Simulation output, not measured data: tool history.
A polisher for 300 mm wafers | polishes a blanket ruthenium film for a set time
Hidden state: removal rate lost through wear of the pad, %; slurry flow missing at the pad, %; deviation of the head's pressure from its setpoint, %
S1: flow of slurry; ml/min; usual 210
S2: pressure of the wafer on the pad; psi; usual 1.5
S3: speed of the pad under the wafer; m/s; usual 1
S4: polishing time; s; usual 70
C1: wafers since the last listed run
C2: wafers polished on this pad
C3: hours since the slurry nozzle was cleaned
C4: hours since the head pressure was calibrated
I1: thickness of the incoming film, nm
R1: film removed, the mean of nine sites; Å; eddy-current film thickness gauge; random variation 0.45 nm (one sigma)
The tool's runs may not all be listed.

| run | hour | S1 | S2 | S3 | S4 | C1 | C2 | C3 | C4 | I1 | R1 |
|---|---|---|---|---|---|---|---|---|---|---|---|
| 1 | 0 | 210 | 1.4 | 1 | 70 | 0 | 232 | 218.2 | 602 | 327.5 | 564 |
| 2 | 56.7 | 210 | 1.4 | 1 | 70 | 453 | 685 | 274.9 | 658.7 | 335 | 562 |
| 3 | 123.1 | 210 | 1.5 | 1 | 70 | 530 | 1216 | 341.3 | 725.1 | 332.2 | 591 |
| 4 | 165.2 | 210 | 1.5 | 1 | 70 | 336 | 1553 | 383.4 | 767.2 | 331 | 580 |
| 5 | 197.3 | 210 | 1.5 | 1 | 70 | 256 | 1809 | 415.5 | 799.3 | 323.9 | 588 |
| 6 | 232.6 | 270 | 1.5 | 0.88 | 70 | 282 | 2092 | 450.8 | 834.6 | 332.3 | 532 |
| 7 | 283.6 | 210 | 1.5 | 1 | 70 | 407 | 2499 | 501.8 | 885.6 | 330.9 | 573 |
| 8 | 339.4 | 210 | 1.5 | 1 | 70 | 446 | 2946 | 557.6 | 941.4 | 330.7 | 573 |
| 9 | 393.1 | 265 | 1.5 | 1 | 81 | 429 | 3375 | 611.3 | 995.1 | 333.2 | 673 |
| 10 | 417.2 | 265 | 1.5 | 1 | 81 | 192 | 3568 | 635.4 | 1019.2 | 331.6 | 685 |
|  | 488.1 | slurry nozzle cleaned |
|  | 558.5 | worn pad replaced by a new one |
| 11 | 620 | 210 | 1.1 | 1 | 88 | 1581 | 492 | 131.9 | 1222 | 327.8 | 586 |
| 12 | 688.7 | 210 | 1.1 | 1 | 88 | 549 | 1041 | 200.6 | 1290.7 | 325.4 | 574 |
| 13 | 739.9 | 210 | 1.5 | 1 | 70 | 409 | 1450 | 251.8 | 1341.9 | 335.1 | 591 |
|  | 762.1 | head pressure recalibrated |
| 14 | 780.1 | 210 | 1.5 | 1 | 70 | 305 | 1756 | 292 | 18 | 334 | 585 |
| 15 | 838.4 | 210 | 1.5 | 1 | 70 | 466 | 2222 | 350.3 | 76.3 | 335.3 | 577 |
| 16 | 908.8 | 210 | 1.5 | 1 | 70 | 562 | 2785 | 420.7 | 146.7 | 327.5 | 571 |
| 17 | 946.2 | 280 | 1.5 | 1 | 61 | 299 | 3084 | 458.1 | 184.1 | 331.4 | 516 |
| 18 | 1003.6 | 210 | 1.5 | 0.76 | 89 | 458 | 3543 | 515.5 | 241.5 | 330.3 | 554 |
| 19 | 1039.5 | 210 | 1.5 | 1 | 70 | 287 | 3830 | 551.4 | 277.4 | 326.7 | 564 |
|  | 1079.5 | worn pad replaced by a new one, of another model than before |
| 20 | 1166.2 | 245 | 1.5 | 1 | 54 | 981 | 692 | 678.1 | 404.1 | 331.7 | 460 |
|  | 1180.7 | slurry nozzle cleaned |
| 21 | 1230.8 | 260 | 1.5 | 1.2 | 81 | 508 | 1201 | 50.1 | 468.7 | 334.3 | 803 |
| 22 | 1296.6 | 210 | 1.5 | 1 | 70 | 526 | 1727 | 115.9 | 534.5 | 328.9 | 589 |
| 23 | 1365.7 | 210 | 1.5 | 1 | 70 | 552 | 2280 | 185 | 603.6 | 324.4 | 575 |
| 24 | 1410.8 | 185 | 1.5 | 1 | 52 | 360 | 2640 | 230.1 | 648.7 | 337.2 | 427 |
| 25 | 1469.7 | 210 | 1.1 | 1.14 | 70 | 470 | 3111 | 289 | 707.6 | 326.3 | 560 |
| 26 | 1498 | 240 | 1.5 | 0.68 | 70 | 226 | 3337 | 317.3 | 735.9 | 329.8 | 433 |
| 27 | 1555.2 | 210 | 1.5 | 1 | 70 | 457 | 3795 | 374.5 | 793.1 | 330.8 | 574 |
| 28 | 1591.5 | 210 | 1.5 | 1 | 70 | 290 | 4085 | 410.8 | 829.4 | 329.4 | 565 |
| 29 | 1650.3 | 210 | 1.2 | 1 | 70 | 470 | 4555 | 469.6 | 888.2 | 333.5 | 507 |
|  | 1669.5 | worn pad replaced by a new one |
| 30 | 1698 | 235 | 1.3 | 1.12 | 56 | 349 | 228 | 517.3 | 935.9 | 328.7 | 485 |
| 31 | 1755.5 | 210 | 1.5 | 1 | 70 | 459 | 687 | 574.8 | 993.4 | 330 | 583 |
| 32 | 1801.8 | 270 | 1.5 | 1 | 70 | 370 | 1058 | 621.1 | 1039.7 | 330.1 | 596 |
| 33 | 1840.9 | 210 | 1.5 | 1 | 70 | 312 | 1370 | 660.2 | 1078.8 | 331.4 | 574 |
| 34 | 1911.7 | 140 | 1.7 | 1.1 | 86 | 566 | 1936 | 731 | 1149.6 | 329.3 | 774 |
| 35 | 1971.6 | 210 | 1.1 | 0.72 | 83 | 478 | 2415 | 790.9 | 1209.5 | 325.9 | 461 |
| 36 | 2040.9 | 150 | 1.8 | 0.78 | 88 | 554 | 2969 | 860.2 | 1278.8 | 332.1 | 624 |
| 37 | 2079.2 | 245 | 2 | 0.82 | 70 | 306 | 3276 | 898.5 | 1317.1 | 331.2 | 566 |
|  | 2083.3 | slurry nozzle cleaned |
| 38 | 2139.8 | 210 | 1.5 | 1 | 79 | 476 | 3752 | 56.5 | 1377.7 | 325.5 | 630 |

Forecast each of these 3 alternatives for the next run:
| A | 2140.2 | 210 | 1.5 | 1 | 94 | 3 | 3755 | 56.9 | 1378.1 | 325.8 | ? |
| B | 2140.2 | 210 | 1.9 | 1 | 70 | 3 | 3755 | 56.9 | 1378.1 | 325.8 | ? |
| C | 2140.2 | 180 | 1.3 | 1.34 | 70 | 3 | 3755 | 56.9 | 1378.1 | 325.8 | ? |

| run | R1 |
|---|---|
| A | 744 |
| B | 624 |
| C | 646 |
Without the tool's hidden state the same runs would have given:
| run | R1 |
|---|---|
| A | 806 |
| B | 676 |
| C | 700 |
